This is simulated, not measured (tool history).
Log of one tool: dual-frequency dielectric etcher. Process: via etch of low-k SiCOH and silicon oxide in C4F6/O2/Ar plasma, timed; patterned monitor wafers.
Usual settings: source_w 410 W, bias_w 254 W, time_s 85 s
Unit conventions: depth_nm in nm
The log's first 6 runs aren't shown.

| run | hour | source_w | bias_w | time_s | wafers since the last listed run | hours since the last wet clean | hours since the last source power generator calibration | hours since the last bias power generator calibration | hours since the last upper electrode change | hours since the gauge calibration | read-back reference wafer on the same gauge, depth_nm | depth_nm |
|---|---|---|---|---|---|---|---|---|---|---|---|---|
| 7 | 67.2 | 410 | 254 | 85 | 40 | 297.4 | 2245.7 | 3218.9 | 2143.6 | 226.9 | 259.5 | 260 |
|  | 81.5 | bias power generator calibrated |
| 8 | 89.8 | 500 | 284 | 63 | 115 | 320 | 2268.3 | 8.3 | 2166.2 | 249.5 | 260.3 | 216 |
| 9 | 97.5 | 360 | 254 | 103 | 47 | 327.7 | 2276 | 16 | 2173.9 | 257.2 | 259.5 | 294.8 |
| 10 | 114 | 360 | 254 | 85 | 102 | 344.2 | 2292.5 | 32.5 | 2190.4 | 273.7 | 260.3 | 244.3 |
| 11 | 124.3 | 310 | 232 | 68 | 64 | 354.5 | 2302.8 | 42.8 | 2200.7 | 284 | 259.8 | 178.5 |
| 12 | 135 | 410 | 194 | 106.5 | 66 | 365.2 | 2313.5 | 53.5 | 2211.4 | 294.7 | 260 | 300.6 |
|  | 165 | upper electrode replaced |
|  | 167.5 | source power generator calibrated |
|  | 172.8 | wet clean of the chamber |
| 13 | 173.3 | 360 | 229 | 105 | 40 | 0.5 | 5.8 | 91.8 | 8.3 | 333 | 259.7 | 310.3 |
| 14 | 173.6 | 440 | 277 | 85 | 1 | 0.8 | 6.1 | 92.1 | 8.6 | 333.3 | 260.1 | 288.4 |
| 15 | 174 | 410 | 254 | 97 | 2 | 1.2 | 6.5 | 92.5 | 9 | 333.7 | 260.3 | 309.2 |
| 16 | 179.4 | 500 | 288 | 62.5 | 33 | 6.6 | 11.9 | 97.9 | 14.4 | 339.1 | 259.7 | 223.2 |
| 17 | 188.2 | 410 | 304 | 85 | 54 | 15.4 | 20.7 | 106.7 | 23.2 | 347.9 | 259.7 | 286.2 |
|  | 190.7 | gauge calibrated |
| 18 | 196.9 | 370 | 313 | 108 | 54 | 24.1 | 29.4 | 115.4 | 31.9 | 6.2 | 260.3 | 352.9 |
| 19 | 210.6 | 410 | 254 | 85 | 85 | 37.8 | 43.1 | 129.1 | 45.6 | 19.9 | 260 | 269.9 |
| 20 | 225.1 | 500 | 288 | 62.5 | 90 | 52.3 | 57.6 | 143.6 | 60.1 | 34.4 | 260 | 219.2 |

Run 21 is up next; what results do you expect?
| 21 | 231.5 | 410 | 279 | 67 | 39 | 58.7 | 64 | 150 | 66.5 | 40.8 | ? | ? |

read-back reference wafer on the same gauge, depth_nm: 260.3
depth_nm: 218.5 nm
The same run, on a tool lacking any hidden state, would have yielded depth_nm 220.6 nm.
